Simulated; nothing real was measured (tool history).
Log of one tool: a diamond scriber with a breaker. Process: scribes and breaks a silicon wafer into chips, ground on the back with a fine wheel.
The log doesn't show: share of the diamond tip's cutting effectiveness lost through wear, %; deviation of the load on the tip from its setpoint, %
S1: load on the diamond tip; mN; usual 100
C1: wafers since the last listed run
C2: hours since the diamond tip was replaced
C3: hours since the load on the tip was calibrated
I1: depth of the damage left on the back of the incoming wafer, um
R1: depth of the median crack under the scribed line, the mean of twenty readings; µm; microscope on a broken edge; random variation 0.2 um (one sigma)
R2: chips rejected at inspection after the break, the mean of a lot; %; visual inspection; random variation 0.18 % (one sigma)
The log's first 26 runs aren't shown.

run 27 hour=1385.4 | S1=120 | C1=136 C2=343.4 C3=712.6 | I1=2.43 | R1=11.29 R2=2.76
run 28 hour=1420.5 | S1=100 | C1=118 C2=378.5 C3=747.7 | I1=2.08 | R1=9.88 R2=3.93
-- hour=1484.1 diamond tip replaced by a new one
run 29 hour=1484.6 | S1=109 | C1=208 C2=0.5 C3=811.8 | I1=2.31 | R1=11.57 R2=2.64
run 30 hour=1540.1 | S1=121 | C1=186 C2=56.0 C3=867.3 | I1=2.48 | R1=11.92 R2=3.81
run 31 hour=1575.3 | S1=108 | C1=118 C2=91.2 C3=902.5 | I1=2.58 | R1=11.45 R2=2.80
run 32 hour=1626.1 | S1=125 | C1=170 C2=142.0 C3=953.3 | I1=2.26 | R1=12.60 R2=3.14
run 33 hour=1658.2 | S1=88 | C1=108 C2=174.1 C3=985.4 | I1=2.17 | R1=9.62 R2=4.17
run 34 hour=1705.3 | S1=85 | C1=158 C2=221.2 C3=1032.5 | I1=2.32 | R1=9.05 R2=6.32
run 35 hour=1740.9 | S1=100 | C1=119 C2=256.8 C3=1068.1 | I1=2.14 | R1=10.28 R2=3.28
run 36 hour=1789.5 | S1=100 | C1=163 C2=305.4 C3=1116.7 | I1=1.84 | R1=10.08 R2=2.73
run 37 hour=1816.4 | S1=128 | C1=90 C2=332.3 C3=1143.6 | I1=1.68 | R1=11.69 R2=2.51
run 38 hour=1854.5 | S1=100 | C1=128 C2=370.4 C3=1181.7 | I1=2.63 | R1=9.46 R2=5.13
-- hour=1878.7 diamond tip replaced by a new one
run 39 hour=1886.0 | S1=88 | C1=99 C2=7.3 C3=1213.2 | I1=2.00 | R1=9.91 R2=3.63
run 40 hour=1933.5 | S1=127 | C1=159 C2=54.8 C3=1260.7 | I1=1.54 | R1=13.09 R2=3.89

5 ways to go on from here, each from the tool as it stands after run 40. What would each give?
run A hour=1934.1 | S1=129 | C1=2 C2=55.4 C3=1261.3 | I1=1.93 | R1=? R2=?
run B hour=1934.1 | S1=130 | C1=2 C2=55.4 C3=1261.3 | I1=1.93 | R1=? R2=?
run C hour=1934.1 | S1=72 | C1=2 C2=55.4 C3=1261.3 | I1=1.93 | R1=? R2=?
run D hour=1934.1 | S1=113 | C1=2 C2=55.4 C3=1261.3 | I1=1.93 | R1=? R2=?
run E hour=1934.1 | S1=83 | C1=2 C2=55.4 C3=1261.3 | I1=1.93 | R1=? R2=?

run=A R1=13.11 R2=4.20
run=B R1=13.19 R2=4.35
run=C R1=8.43 R2=7.40
run=D R1=11.89 R2=2.38
run=E R1=9.42 R2=3.86
Without the tool's hidden state the same runs would have given:
run=A R1=13.21 R2=4.39
run=B R1=13.28 R2=4.54
run=C R1=8.49 R2=7.12
run=D R1=11.98 R2=2.47
run=E R1=9.49 R2=3.69
